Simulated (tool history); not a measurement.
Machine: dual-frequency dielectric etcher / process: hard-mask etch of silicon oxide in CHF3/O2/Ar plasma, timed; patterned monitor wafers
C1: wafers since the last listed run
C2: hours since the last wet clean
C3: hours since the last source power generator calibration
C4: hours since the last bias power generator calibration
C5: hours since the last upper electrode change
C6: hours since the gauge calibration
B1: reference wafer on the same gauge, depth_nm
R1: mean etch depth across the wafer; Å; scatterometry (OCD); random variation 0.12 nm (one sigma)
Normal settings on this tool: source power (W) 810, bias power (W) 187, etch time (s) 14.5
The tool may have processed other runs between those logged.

Run 1, hour 0: usual settings but bias power (W) 156; C1 0; C2 6.4; C3 5556.2; C4 1226.2; C5 5625.3; C6 2079.2; B1 29.01. Result: R1 309.3 Å.
At hour 58.7: source power generator calibrated.
Run 2, hour 69.4: usual settings but bias power (W) 156; C1 1300; C2 75.8; C3 10.7; C4 1295.6; C5 5694.7; C6 2148.6; B1 28.96. Result: R1 299.5 Å.
Run 3, hour 175.1: usual settings; C1 2101; C2 181.5; C3 116.4; C4 1401.3; C5 5800.4; C6 2254.3; B1 28.95. Result: R1 318.8 Å.
Run 4, hour 234.3: usual settings but bias power (W) 173; C1 1176; C2 240.7; C3 175.6; C4 1460.5; C5 5859.6; C6 2313.5; B1 28.96. Result: R1 309.4 Å.
Run 5, hour 283.1: usual settings but bias power (W) 173; C1 970; C2 289.5; C3 224.4; C4 1509.3; C5 5908.4; C6 2362.3; B1 29.01. Result: R1 310.3 Å.
Run 6, hour 377.2: usual settings; C1 1870; C2 383.6; C3 318.5; C4 1603.4; C5 6002.5; C6 2456.4; B1 29.04. Result: R1 318.5 Å.
Run 7, hour 430.8: usual settings but source power (W) 950, bias power (W) 215, etch time (s) 11.5; C1 1065; C2 437.2; C3 372.1; C4 1657; C5 6056.1; C6 2510; B1 29.01. Result: R1 280.5 Å.
At hour 490.6: upper electrode replaced.
Run 8, hour 536.1: usual settings but source power (W) 870, bias power (W) 158, etch time (s) 16; C1 1616; C2 542.5; C3 477.4; C4 1762.3; C5 45.5; C6 2615.3; B1 29.06. Result: R1 342.1 Å.
At hour 576.7: wet clean of the chamber.
Run 9, hour 604.6: usual settings but source power (W) 950, bias power (W) 142, etch time (s) 10; C1 884; C2 27.9; C3 545.9; C4 1830.8; C5 114; C6 2683.8; B1 28.99. Result: R1 217.2 Å.
Run 10, hour 706.4: usual settings but source power (W) 680; C1 2023; C2 129.7; C3 647.7; C4 1932.6; C5 215.8; C6 2785.6; B1 29. Result: R1 294.5 Å.
Run 11, hour 777.2: usual settings but source power (W) 680; C1 1407; C2 200.5; C3 718.5; C4 2003.4; C5 286.6; C6 2856.4; B1 28.96. Result: R1 295.8 Å.
At hour 806.4: bias power generator calibrated.
Run 12, hour 863: usual settings; C1 1626; C2 286.3; C3 804.3; C4 56.6; C5 372.4; C6 2942.2; B1 28.98. Result: R1 318.7 Å.
Run 13, hour 943.7: usual settings but source power (W) 960, bias power (W) 227, etch time (s) 18; C1 1604; C2 367; C3 885; C4 137.3; C5 453.1; C6 3022.9; B1 28.98. Result: R1 455.7 Å.
Run 14, hour 995.1: usual settings; C1 1021; C2 418.4; C3 936.4; C4 188.7; C5 504.5; C6 3074.3; B1 28.97. Result: R1 317.7 Å.
Run 15, hour 1087.7: usual settings but source power (W) 690, bias power (W) 174, etch time (s) 11; C1 1840; C2 511; C3 1029; C4 281.3; C5 597.1; C6 3166.9; B1 29.01. Result: R1 222.1 Å.
Run 16, hour 1151.1: usual settings but bias power (W) 211; C1 1260; C2 574.4; C3 1092.4; C4 344.7; C5 660.5; C6 3230.3; B1 29.02. Result: R1 330.7 Å.
Run 17, hour 1225.8: usual settings but bias power (W) 172, etch time (s) 10.5; C1 1485; C2 649.1; C3 1167.1; C4 419.4; C5 735.2; C6 3305; B1 29.03. Result: R1 224.2 Å.
At hour 1297.5: wet clean of the chamber.
Run 18, hour 1307.9: usual settings but source power (W) 740, etch time (s) 12; C1 1155; C2 10.4; C3 1249.2; C4 501.5; C5 817.3; C6 3387.1; B1 29.02. Result: R1 253.6 Å.
At hour 1318.6: gauge calibrated.
Run 19, hour 1362.3: usual settings but source power (W) 920, bias power (W) 155, etch time (s) 18; C1 1081; C2 64.8; C3 1303.6; C4 555.9; C5 871.7; C6 43.7; B1 28.99. Result: R1 394.9 Å.
Run 20, hour 1403.3: usual settings; C1 815; C2 105.8; C3 1344.6; C4 596.9; C5 912.7; C6 84.7; B1 28.96. Result: R1 318.4 Å.
Run 21, hour 1497.8: usual settings but etch time (s) 19; C1 1878; C2 200.3; C3 1439.1; C4 691.4; C5 1007.2; C6 179.2; B1 29.04. Result: R1 419.5 Å.
Run 22, hour 1577.4: usual settings but bias power (W) 156; C1 1582; C2 279.9; C3 1518.7; C4 771; C5 1086.8; C6 258.8; B1 28.96. Result: R1 303 Å.
Run 23, hour 1640.3: usual settings but source power (W) 680, bias power (W) 210, etch time (s) 18.5; C1 1250; C2 342.8; C3 1581.6; C4 833.9; C5 1149.7; C6 321.7; B1 28.98. Result: R1 392.2 Å.
Run 24, hour 1729.4: usual settings but source power (W) 900; C1 1771; C2 431.9; C3 1670.7; C4 923; C5 1238.8; C6 410.8; B1 28.99. Result: R1 333.1 Å.
Run 25, hour 1767.9: usual settings; C1 765; C2 470.4; C3 1709.2; C4 961.5; C5 1277.3; C6 449.3; B1 29.05. Result: R1 320.3 Å.
At hour 1920.6: wet clean of the chamber.
Run 26, hour 2066.3: usual settings but source power (W) 610, etch time (s) 12.5; C1 5455; C2 145.7; C3 2007.6; C4 1259.9; C5 1575.7; C6 747.7; B1 29. Result: R1 244.4 Å.
Run 27, hour 2134.7: usual settings; C1 1359; C2 214.1; C3 2076; C4 1328.3; C5 1644.1; C6 816.1; B1 29. Result: R1 319.9 Å.
Run 28, hour 2197.1: usual settings but bias power (W) 173, etch time (s) 16; C1 1240; C2 276.5; C3 2138.4; C4 1390.7; C5 1706.5; C6 878.5; B1 29. Result: R1 342.7 Å.

Predict each of these 5 candidate next runs independently; none follows another, all start after run 28:
Run A, hour 2197.5: usual settings but source power (W) 980; C1 7; C2 276.9; C3 2138.8; C4 1391.1; C5 1706.9; C6 878.9; B1 ?. Result: R1 ?.
Run B, hour 2197.5: usual settings but source power (W) 670, bias power (W) 213; C1 7; C2 276.9; C3 2138.8; C4 1391.1; C5 1706.9; C6 878.9; B1 ?. Result: R1 ?.
Run C, hour 2197.5: usual settings but source power (W) 920, bias power (W) 146, etch time (s) 12; C1 7; C2 276.9; C3 2138.8; C4 1391.1; C5 1706.9; C6 878.9; B1 ?. Result: R1 ?.
Run D, hour 2197.5: usual settings but bias power (W) 206; C1 7; C2 276.9; C3 2138.8; C4 1391.1; C5 1706.9; C6 878.9; B1 ?. Result: R1 ?.
Run E, hour 2197.5: usual settings but source power (W) 860, bias power (W) 211, etch time (s) 11; C1 7; C2 276.9; C3 2138.8; C4 1391.1; C5 1706.9; C6 878.9; B1 ?. Result: R1 ?.

run     B1     R1
  A  29.03  346.6
  B  29.03  308.2
  C  29.03  259.3
  D  29.03  330.1
  E  29.03  258.8
What these runs would have given with no unlogged condition in the tool:
run     R1
  A  344.9
  B  306.7
  C    258
  D  328.5
  E  257.5
